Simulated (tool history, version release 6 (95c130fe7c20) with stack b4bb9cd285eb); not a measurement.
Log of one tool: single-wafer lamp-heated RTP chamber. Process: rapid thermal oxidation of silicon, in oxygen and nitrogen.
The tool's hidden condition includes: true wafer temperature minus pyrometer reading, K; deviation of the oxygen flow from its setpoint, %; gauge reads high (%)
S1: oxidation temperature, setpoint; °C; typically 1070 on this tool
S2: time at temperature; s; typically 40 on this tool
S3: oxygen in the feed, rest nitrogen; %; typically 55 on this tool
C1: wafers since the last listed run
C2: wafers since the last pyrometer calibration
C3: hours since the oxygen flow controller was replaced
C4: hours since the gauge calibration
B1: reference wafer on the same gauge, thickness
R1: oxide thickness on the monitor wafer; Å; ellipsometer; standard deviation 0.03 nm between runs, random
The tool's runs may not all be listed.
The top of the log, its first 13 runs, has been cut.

run,day,S1,S2,S3,C1,C2,C3,C4,B1,R1
14,13.833,1070,40,55,278,1381,6159.4,981.8,6.534,64.26
15,14.846,1070,40,55,202,1583,6183.7,1006.1,6.547,64.14
16,16.033,1044,59,42,237,1820,6212.2,1034.6,6.548,57.96
17,17.371,1081,40,55,267,2088,6244.3,1066.7,6.543,68.73
# day 17.85: gauge calibrated
18,18.392,1070,40,55,203,2292,6268.8,13,6.539,64.27
19,19.412,1070,40,55,203,2495,6293.3,37.5,6.535,64.04
# day 20.317: oxygen flow controller replaced
20,20.838,1070,57,55,218,2714,12.5,71.7,6.539,74.88
21,21.808,1078,40,55,193,2907,35.8,95,6.55,67.25
22,23.162,1070,40,55,270,3178,68.3,127.5,6.543,63.78
# day 27.079: pyrometer window cleaned and pyrometer calibrated
23,27.171,1070,29,55,734,18,164.5,223.7,6.529,55.7
24,28.671,1070,57,31,299,318,200.5,259.7,6.532,61.21
25,29.871,1070,31,34,239,558,229.3,288.5,6.539,48.4
26,30.417,1059,32,47,109,667,242.4,301.6,6.541,50.7
27,31.742,1082,59,70,264,931,274.2,333.4,6.541,88.47
28,34.929,1088,59,80,636,1568,350.7,409.9,6.53,97.34
29,36.242,1087,33,67,262,1830,382.2,441.4,6.535,70.33
30,36.938,1041,32,55,139,1969,398.9,458.1,6.532,48.24
31,37.783,1070,40,55,168,2138,419.2,478.4,6.541,64.09
32,38.817,1070,40,55,206,2345,444,503.2,6.545,64.01
33,39.721,1084,40,55,180,2525,465.7,524.9,6.539,69.95
34,40.288,1070,51,55,113,2638,479.3,538.5,6.541,71.75
35,41.383,1040,23,65,218,2857,505.6,564.8,6.536,44.17
36,42.762,1070,55,55,275,3133,538.7,597.9,6.546,73.35
37,44.175,1049,59,74,282,3415,572.6,631.8,6.541,73.23
38,44.796,1070,40,55,124,3539,587.5,646.7,6.541,64.05

What if the next run were any one of these 4? Each begins from the tool's condition after run 38:
A,44.817,1070,56,55,4,3543,588,647.2,?,?
B,44.817,1070,40,63,4,3543,588,647.2,?,?
C,44.817,1045,40,70,4,3543,588,647.2,?,?
D,44.817,1070,27,55,4,3543,588,647.2,?,?

run,B1,R1
A,6.539,74.07
B,6.539,67.08
C,6.539,58.85
D,6.539,54.11
Take away the tool's hidden state, keep each run's random variation, and the runs would have read:
run,R1
A,74.07
B,67.08
C,58.85
D,54.11

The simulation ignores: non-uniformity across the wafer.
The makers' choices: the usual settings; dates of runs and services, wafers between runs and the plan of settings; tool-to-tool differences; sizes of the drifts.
